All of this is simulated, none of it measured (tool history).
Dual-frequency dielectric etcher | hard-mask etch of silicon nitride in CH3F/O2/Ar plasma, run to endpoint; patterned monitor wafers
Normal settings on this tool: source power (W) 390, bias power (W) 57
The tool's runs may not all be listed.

| run | day | source power (W) | bias power (W) | wafers since the last listed run | hours since the last wet clean | hours since the last source power generator calibration | hours since the last bias power generator calibration | hours since the last upper electrode change | incoming incoming film thickness, nm | endpoint time (s) |
|---|---|---|---|---|---|---|---|---|---|---|
| 1 | 0.000 | 390 | 57 | 0 | 524.8 | 1001.1 | 773.4 | 5079.9 | 43.15 | 71.4 |
|  | 1.783 | wet clean of the chamber |
| 2 | 7.829 | 390 | 57 | 2570 | 145.1 | 1189.0 | 961.3 | 5267.8 | 43.05 | 71.3 |
| 3 | 9.800 | 390 | 57 | 741 | 192.4 | 1236.3 | 1008.6 | 5315.1 | 42.76 | 71.2 |
| 4 | 12.546 | 330 | 66 | 1033 | 258.3 | 1302.2 | 1074.5 | 5381.0 | 43.13 | 71.3 |
| 5 | 13.704 | 330 | 66 | 436 | 286.1 | 1330.0 | 1102.3 | 5408.8 | 42.95 | 70.6 |
| 6 | 16.242 | 390 | 57 | 955 | 347.0 | 1390.9 | 1163.2 | 5469.7 | 43.02 | 72.0 |
| 7 | 18.367 | 390 | 57 | 799 | 398.0 | 1441.9 | 1214.2 | 5520.7 | 42.90 | 71.5 |
| 8 | 21.229 | 390 | 57 | 1077 | 466.7 | 1510.6 | 1282.9 | 5589.4 | 42.82 | 72.0 |
| 9 | 22.796 | 390 | 49 | 589 | 504.3 | 1548.2 | 1320.5 | 5627.0 | 42.71 | 75.4 |
|  | 23.817 | upper electrode replaced |
| 10 | 25.208 | 390 | 49 | 531 | 562.2 | 1606.1 | 1378.4 | 33.4 | 43.03 | 76.5 |
|  | 26.658 | wet clean of the chamber |
| 11 | 26.679 | 390 | 49 | 177 | 0.5 | 1641.4 | 1413.7 | 68.7 | 42.81 | 75.6 |
| 12 | 29.617 | 340 | 50 | 1105 | 71.0 | 1711.9 | 1484.2 | 139.2 | 43.28 | 79.4 |
| 13 | 31.075 | 480 | 57 | 548 | 106.0 | 1746.9 | 1519.2 | 174.2 | 43.19 | 69.0 |
| 14 | 33.821 | 390 | 57 | 1033 | 171.9 | 1812.8 | 1585.1 | 240.1 | 42.98 | 72.7 |
|  | 36.796 | bias power generator calibrated |
| 15 | 36.817 | 330 | 57 | 1065 | 243.8 | 1884.7 | 0.5 | 312.0 | 43.23 | 74.3 |
|  | 39.479 | source power generator calibrated |
| 16 | 40.204 | 390 | 57 | 1212 | 325.1 | 17.4 | 81.8 | 393.3 | 43.08 | 70.2 |
| 17 | 42.988 | 360 | 68 | 1047 | 391.9 | 84.2 | 148.6 | 460.1 | 43.16 | 67.5 |
| 18 | 45.275 | 480 | 69 | 861 | 446.8 | 139.1 | 203.5 | 515.0 | 43.01 | 61.7 |
| 19 | 48.108 | 360 | 57 | 1066 | 514.8 | 207.1 | 271.5 | 583.0 | 42.93 | 72.2 |
| 20 | 49.750 | 480 | 64 | 618 | 554.2 | 246.5 | 310.9 | 622.4 | 42.85 | 63.1 |
|  | 54.958 | wet clean of the chamber |
| 21 | 58.012 | 440 | 57 | 2734 | 73.3 | 444.8 | 509.2 | 820.7 | 42.86 | 67.9 |
| 22 | 60.412 | 330 | 52 | 903 | 130.9 | 502.4 | 566.8 | 878.3 | 43.22 | 77.4 |
| 23 | 62.262 | 390 | 57 | 696 | 175.3 | 546.8 | 611.2 | 922.7 | 43.17 | 70.6 |
| 24 | 68.200 | 430 | 52 | 2235 | 317.8 | 689.3 | 753.7 | 1065.2 | 43.15 | 71.4 |
| 25 | 69.604 | 300 | 49 | 528 | 351.5 | 723.0 | 787.4 | 1098.9 | 43.39 | 81.6 |
| 26 | 71.521 | 340 | 68 | 721 | 397.5 | 769.0 | 833.4 | 1144.9 | 42.55 | 68.2 |
| 27 | 73.650 | 390 | 57 | 801 | 448.6 | 820.1 | 884.5 | 1196.0 | 42.87 | 70.9 |
| 28 | 75.833 | 390 | 57 | 821 | 501.0 | 872.5 | 936.9 | 1248.4 | 42.70 | 70.9 |
| 29 | 78.762 | 390 | 57 | 1102 | 571.3 | 942.8 | 1007.2 | 1318.7 | 43.35 | 72.1 |
| 30 | 80.183 | 390 | 57 | 534 | 605.4 | 976.9 | 1041.3 | 1352.8 | 43.15 | 72.1 |
|  | 82.350 | wet clean of the chamber |
| 31 | 83.100 | 480 | 70 | 721 | 18.0 | 1046.9 | 1111.3 | 1422.8 | 43.24 | 62.6 |
| 32 | 91.483 | 390 | 68 | 3155 | 219.2 | 1248.1 | 1312.5 | 1624.0 | 43.12 | 67.1 |
| 33 | 94.371 | 450 | 47 | 1087 | 288.5 | 1317.4 | 1381.8 | 1693.3 | 42.80 | 73.9 |
| 34 | 97.012 | 390 | 57 | 994 | 351.9 | 1380.8 | 1445.2 | 1756.7 | 42.88 | 72.3 |
| 35 | 99.075 | 310 | 66 | 776 | 401.4 | 1430.3 | 1494.7 | 1806.2 | 42.57 | 71.8 |

Predict each of these 4 candidate next runs independently; none follows another, all start after run 35:
| A | 99.092 | 420 | 57 | 6 | 401.8 | 1430.7 | 1495.1 | 1806.6 | 43.10 | ? |
| B | 99.092 | 430 | 57 | 6 | 401.8 | 1430.7 | 1495.1 | 1806.6 | 43.10 | ? |
| C | 99.092 | 460 | 68 | 6 | 401.8 | 1430.7 | 1495.1 | 1806.6 | 43.10 | ? |
| D | 99.092 | 440 | 45 | 6 | 401.8 | 1430.7 | 1495.1 | 1806.6 | 43.10 | ? |

| run | endpoint time (s) |
|---|---|
| A | 71.3 |
| B | 70.8 |
| C | 65.0 |
| D | 76.5 |
Had the tool no hidden state, the same runs would have come out as:
| run | endpoint time (s) |
|---|---|
| A | 69.2 |
| B | 68.7 |
| C | 63.1 |
| D | 74.3 |
